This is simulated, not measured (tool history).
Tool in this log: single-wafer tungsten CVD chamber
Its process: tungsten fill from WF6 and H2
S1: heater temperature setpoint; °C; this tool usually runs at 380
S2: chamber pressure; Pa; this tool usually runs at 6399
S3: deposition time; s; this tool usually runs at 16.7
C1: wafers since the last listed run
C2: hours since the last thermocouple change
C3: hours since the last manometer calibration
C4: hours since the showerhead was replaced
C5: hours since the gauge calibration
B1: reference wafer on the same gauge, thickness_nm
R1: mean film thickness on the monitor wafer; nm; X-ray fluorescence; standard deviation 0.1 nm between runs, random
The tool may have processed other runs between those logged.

| run | hour | S1 | S2 | S3 | C1 | C2 | C3 | C4 | C5 | B1 | R1 |
|---|---|---|---|---|---|---|---|---|---|---|---|
| 1 | 0.0 | 383 | 6399 | 16.7 | 0 | 2079.4 | 833.0 | 3115.8 | 380.7 | 34.603 | 41.466 |
| 2 | 51.2 | 383 | 6399 | 16.7 | 2128 | 2130.6 | 884.2 | 3167.0 | 431.9 | 34.606 | 41.600 |
| 3 | 113.3 | 380 | 6399 | 16.7 | 2581 | 2192.7 | 946.3 | 3229.1 | 494.0 | 34.602 | 38.939 |
| 4 | 148.1 | 380 | 6399 | 16.7 | 1446 | 2227.5 | 981.1 | 3263.9 | 528.8 | 34.610 | 38.890 |
| 5 | 218.0 | 380 | 6399 | 16.7 | 2905 | 2297.4 | 1051.0 | 3333.8 | 598.7 | 34.596 | 38.939 |
|  | 244.7 | gauge calibrated |
| 6 | 253.6 | 380 | 6399 | 16.7 | 1479 | 2333.0 | 1086.6 | 3369.4 | 8.9 | 34.586 | 38.987 |
| 7 | 293.4 | 380 | 6399 | 16.7 | 1654 | 2372.8 | 1126.4 | 3409.2 | 48.7 | 34.597 | 38.703 |
| 8 | 328.7 | 380 | 6399 | 16.7 | 1467 | 2408.1 | 1161.7 | 3444.5 | 84.0 | 34.619 | 38.739 |
|  | 367.2 | thermocouple changed; heater temperature recalibrated |
| 9 | 393.4 | 380 | 6399 | 18.8 | 2357 | 26.2 | 1226.4 | 3509.2 | 148.7 | 34.587 | 47.653 |
| 10 | 451.6 | 380 | 6399 | 13.6 | 2419 | 84.4 | 1284.6 | 3567.4 | 206.9 | 34.614 | 34.209 |
|  | 467.9 | showerhead replaced |
|  | 491.5 | capacitance manometer re-zeroed and calibrated |
| 11 | 492.0 | 380 | 6399 | 13.6 | 1014 | 124.8 | 0.5 | 24.1 | 247.3 | 34.605 | 34.162 |
| 12 | 548.9 | 395 | 4853 | 18.2 | 2365 | 181.7 | 57.4 | 81.0 | 304.2 | 34.599 | 57.001 |
| 13 | 596.5 | 391 | 5586 | 18.1 | 1978 | 229.3 | 105.0 | 128.6 | 351.8 | 34.608 | 54.196 |
| 14 | 644.0 | 380 | 6399 | 16.7 | 1974 | 276.8 | 152.5 | 176.1 | 399.3 | 34.614 | 41.306 |
| 15 | 682.1 | 391 | 6399 | 16.7 | 1583 | 314.9 | 190.6 | 214.2 | 437.4 | 34.590 | 51.976 |
| 16 | 720.2 | 393 | 7466 | 19.5 | 1583 | 353.0 | 228.7 | 252.3 | 475.5 | 34.596 | 66.101 |

5 ways to go on from here, each from the tool as it stands after run 16. What would each give?
| A | 720.6 | 380 | 6399 | 16.7 | 16 | 353.4 | 229.1 | 252.7 | 475.9 | ? | ? |
| B | 720.6 | 391 | 7893 | 18.4 | 16 | 353.4 | 229.1 | 252.7 | 475.9 | ? | ? |
| C | 720.6 | 380 | 7586 | 18.4 | 16 | 353.4 | 229.1 | 252.7 | 475.9 | ? | ? |
| D | 720.6 | 380 | 5026 | 14.5 | 16 | 353.4 | 229.1 | 252.7 | 475.9 | ? | ? |
| E | 720.6 | 365 | 7466 | 14.9 | 16 | 353.4 | 229.1 | 252.7 | 475.9 | ? | ? |

| run | B1 | R1 |
|---|---|---|
| A | 34.594 | 41.175 |
| B | 34.594 | 61.066 |
| C | 34.594 | 47.883 |
| D | 34.594 | 33.235 |
| E | 34.594 | 27.611 |
Without the tool's hidden state the same runs would have given:
| run | R1 |
|---|---|
| A | 42.642 |
| B | 63.094 |
| C | 49.588 |
| D | 34.419 |
| E | 28.658 |
